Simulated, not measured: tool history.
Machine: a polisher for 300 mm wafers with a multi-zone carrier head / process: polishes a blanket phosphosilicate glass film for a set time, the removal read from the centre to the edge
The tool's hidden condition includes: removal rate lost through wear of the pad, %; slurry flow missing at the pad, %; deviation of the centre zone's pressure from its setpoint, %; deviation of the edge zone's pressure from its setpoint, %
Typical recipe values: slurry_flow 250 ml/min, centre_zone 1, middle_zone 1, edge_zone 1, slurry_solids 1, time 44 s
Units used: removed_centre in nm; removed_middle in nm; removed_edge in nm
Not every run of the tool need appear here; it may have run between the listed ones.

run	hour	slurry_flow	centre_zone	middle_zone	edge_zone	slurry_solids	time	wafers since the last listed run	wafers polished on this pad	hours since the slurry nozzle was cleaned	hours since the centre zone pressure was calibrated	hours since the edge zone pressure was calibrated	hours since the carrier head's membrane was replaced	incoming thickness of the incoming film, nm	removed_centre	removed_middle	removed_edge
1	0	250	1	1	1	1	44	0	893	358	1505.9	242.8	615.8	2783.1	397.1	389.9	397.1
# hour 14.8: slurry nozzle cleaned
2	25.4	250	1.04	1	1	1	44	369	1263	10.6	1531.3	268.2	641.2	2828.6	406.2	382.7	384.6
3	59.1	250	1.04	1	1	1	44	510	1773	44.3	1565	301.9	674.9	2809.7	406	382.4	382.6
4	73.6	250	1	1	1	1	44	219	1993	58.8	1579.5	316.4	689.4	2759	388.8	383.5	389.2
5	89.6	250	1.03	1	1	1	44	242	2235	74.8	1595.5	332.4	705.4	2833	394.6	381.7	395.7
# hour 95.7: centre zone pressure recalibrated
# hour 100.6: edge zone pressure recalibrated
6	106.4	250	1	1	1	1	44	193	2429	91.6	10.7	5.8	722.2	2805.6	387.2	379.7	385.2
7	120	250	1	1	0.96	1	44	206	2636	105.2	24.3	19.4	735.8	2815.8	388.1	381	384.5
# hour 125.1: worn pad replaced by a new one
8	134.6	315	1	0.9	0.97	1	55	160	143	119.8	38.9	34	750.4	2810.8	488.6	441.1	480
9	151.2	185	1.05	1.04	1	1	54	251	395	136.4	55.5	50.6	767	2797.1	471.6	465.6	451.7
# hour 152.5: slurry nozzle cleaned, repeated, since the last time left the tool worse
# hour 167.4: carrier head's membrane replaced by a new one
10	170	320	1.12	1	1	1	34	193	589	17.5	74.3	69.4	2.6	2851.7	363.8	315.5	317.4
11	200.7	250	1	1.08	1	1	44	465	1054	48.2	105	100.1	33.3	2829	405.1	427.4	415.5
12	230.9	250	1	1	1.11	0.85	44	457	1512	78.4	135.2	130.3	63.5	2807.6	384.1	378.3	398.5
13	254.1	250	1	1.11	1	1	44	351	1863	101.6	158.4	153.5	86.7	2786.6	403.7	432.5	404.7
14	268.5	165	0.92	1	1	1	44	218	2082	116	172.8	167.9	101.1	2808.4	361.7	382.5	390.1
# hour 286.2: worn pad replaced by a new one
15	292.3	180	1.05	1	1	1	44	300	91	139.8	196.6	191.7	124.9	2795.9	410.5	383.8	403.8
16	315.4	250	1	1	1	1	44	350	441	162.9	219.7	214.8	148	2786	405.3	398.8	401.3
17	348	250	1	1	1.04	0.8	44	494	935	195.5	252.3	247.4	180.6	2793.7	366.2	365.3	366.4
18	362.3	250	1	1.04	1	0.9	44	216	1152	209.8	266.6	261.7	194.9	2825.3	388	392.9	387.2
19	395.6	250	1	1	1	1	44	504	1657	243.1	299.9	295	228.2	2848	402.7	398	409.3
20	409.6	170	1	1	1	0.9	44	212	1869	257.1	313.9	309	242.2	2856.4	375.2	365.9	383.1
21	442.9	250	1	0.95	1	0.85	44	504	2374	290.4	347.2	342.3	275.5	2757	376	354	370.2
# hour 456.9: worn pad replaced by a new one
22	468.1	250	1	1	1	1	44	321	169	315.6	372.4	367.5	300.7	2804.3	397	397.6	404.5

What if the next run were any one of these 3? Each begins from the tool's condition after run 22:
A	468.5	250	1	1	0.92	1	44	6	175	316	372.8	367.9	301.1	2838.9	?	?	?
B	468.5	190	0.96	1	1	0.85	56	6	175	316	372.8	367.9	301.1	2838.9	?	?	?
C	468.5	250	1	1	0.91	1	44	6	175	316	372.8	367.9	301.1	2838.9	?	?	?

run	removed_centre	removed_middle	removed_edge
A	394.8	397.2	388.8
B	439.9	462.4	473.8
C	394.8	397.2	386.9
With no hidden state in the tool, these same runs would have given:
run	removed_centre	removed_middle	removed_edge
A	403.1	404.6	394.2
B	450.7	472.5	481.4
C	403.1	404.6	392.2
